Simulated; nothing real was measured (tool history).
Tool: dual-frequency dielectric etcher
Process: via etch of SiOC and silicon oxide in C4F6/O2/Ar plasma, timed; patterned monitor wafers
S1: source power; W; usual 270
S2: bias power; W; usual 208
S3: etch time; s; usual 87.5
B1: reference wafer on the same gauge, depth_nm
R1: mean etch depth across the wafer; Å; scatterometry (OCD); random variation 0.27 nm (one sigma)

run	hour	S1	S2	S3	B1	R1
1	0	280	208	95.5	90.2	977
2	48.2	270	208	69	90.5	694
# hour 92.8: gauge calibrated
3	132	270	243	87.5	90.5	926
4	227	270	243	87.5	90.4	918
5	325.4	270	178	87.5	90.4	835
6	376.2	320	233	65	90.3	715
# hour 459.8: source power generator calibrated
7	466.3	270	237	87.5	90.3	904
8	548.9	320	161	87.5	90.3	861
9	586.7	270	170	111	90.3	1033
# hour 628: wet clean of the chamber
10	628.5	270	208	87.5	90.5	883
11	707.3	330	208	95	90.4	1025
12	812.4	320	178	113	90.5	1156
13	873.8	270	232	76	90.4	790
# hour 894.4: bias power generator calibrated
14	950.7	230	162	100	90.5	889
15	997.3	240	168	67	90.4	614
16	1042.6	240	224	112	90.4	1109
17	1099.6	220	208	87.5	90.3	825
# hour 1135.2: upper electrode replaced
18	1205.1	240	208	87.5	90.3	844
# hour 1259.6: wet clean of the chamber
19	1288.1	270	177	87.5	90.4	865
20	1338.6	270	208	87.5	90.4	900
21	1647.4	270	208	87.5	90.3	888
22	1881.1	270	208	62	90.5	621
# hour 1950: wet clean of the chamber
23	1950.5	290	208	87.5	90.4	916
24	1965.7	270	208	87.5	90.4	894
25	2014.8	230	208	87.5	90.6	843
26	2056.5	330	208	110.5	90.5	1211
# hour 2121.4: gauge calibrated
27	2142.7	270	208	100	90.5	1018
28	2302.7	330	163	94	90.4	951

5 ways to go on from here, each from the tool as it stands after run 28. What would each give?
A	2303.1	270	225	87.5	?	?
B	2303.1	270	249	99	?	?
C	2303.1	310	194	87.5	?	?
D	2303.1	270	157	70.5	?	?
E	2303.1	320	208	87.5	?	?

run	B1	R1
A	90.4	902
B	90.4	1053
C	90.4	908
D	90.4	656
E	90.4	938
Without the tool's hidden state the same runs would have given:
run	R1
A	925
B	1080
C	931
D	672
E	961
